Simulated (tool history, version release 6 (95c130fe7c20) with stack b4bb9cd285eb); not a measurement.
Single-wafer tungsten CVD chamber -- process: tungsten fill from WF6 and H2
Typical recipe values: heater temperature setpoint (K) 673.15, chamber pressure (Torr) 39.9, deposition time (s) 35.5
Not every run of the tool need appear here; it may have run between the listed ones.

run	day	heater temperature setpoint (K)	chamber pressure (Torr)	deposition time (s)	read-back reference wafer on the same gauge, thickness_nm	mean film thickness on the monitor wafer (nm)
1	0	673.15	39.9	35.5	114.087	130.774
2	1.188	673.15	35	40.8	114.098	140.632
3	4.154	673.15	35	40.8	114.03	141.852
4	5.238	673.15	35	40.8	114.047	140.929
5	7.117	673.15	39.9	35.5	113.87	130.784
6	8.612	673.15	39.9	35.5	114.094	131.207
7	11.212	673.15	39.9	35.5	113.943	131.793
8	13.354	673.15	39.9	35.5	114.01	131.835
9	14.546	673.15	39.9	35.5	113.852	132.007
# day 15.362: showerhead replaced
10	16.871	673.15	39.9	35.5	114.09	132.051
11	22.2	673.15	39.9	35.5	114.006	132.918
12	24.942	673.15	39.9	35.5	114.012	133.773
13	27.2	662.15	39.9	35.5	114.042	111.673
14	28.717	661.15	44.7	35.5	113.814	116.382
# day 29.258: thermocouple changed; heater temperature recalibrated
15	31.196	659.15	43.8	30.7	114.058	101.055
16	33.571	660.15	37.3	33.5	114.013	104.036
17	34.592	673.15	39.9	35.5	114.096	140.143
18	37.362	673.15	39.9	35.5	113.969	139.813
# day 38.475: capacitance manometer re-zeroed and calibrated
19	39.271	684.15	44.7	39.4	113.974	193.757
20	41.283	673.15	39.9	35.5	113.983	140.033
21	42.521	673.15	37.3	35.5	113.999	136.041
22	44.762	687.15	33.9	30.8	114.04	138.12
23	45.871	673.15	39.9	35.5	113.922	140.162
# day 47.788: thermocouple changed; heater temperature recalibrated, repeated, since the last time left the tool worse
24	47.808	663.15	36.1	35.5	114.02	101.65
# day 50.117: gauge calibrated
25	50.35	673.15	39.9	29.7	114.036	105.495
26	52.692	659.15	44.8	28.7	114.075	84.899
27	53.754	684.15	35.4	37.9	113.954	150.632
28	60.892	673.15	39.9	35.5	114.207	125.613
29	63.638	686.15	49.4	35.5	114.096	170.595
30	65.179	661.15	47.8	30.4	114.085	96.236
31	66.375	673.15	30.4	35.5	114.06	109.798
32	68.067	681.15	39.9	33.1	113.898	133.624
33	69.183	687.15	39.9	33.6	114.075	148.021
34	70.383	666.15	45.2	40.5	114.014	136.151
35	71.883	658.15	39.9	35.5	113.885	98.065

Alternative continuations, all from the tool just after run 35; predict every row:
A	71.9	673.15	34.8	35.5	?	?
B	71.9	661.15	39.9	39.3	?	?
C	71.9	673.15	32.8	35.5	?	?

run	read-back reference wafer on the same gauge, thickness_nm	mean film thickness on the monitor wafer (nm)
A	114.002	118.077
B	114.002	114.651
C	114.002	114.642
Stripped of hidden state, with their random variation kept, the same runs would have yielded:
run	mean film thickness on the monitor wafer (nm)
A	117.813
B	114.37
C	114.385
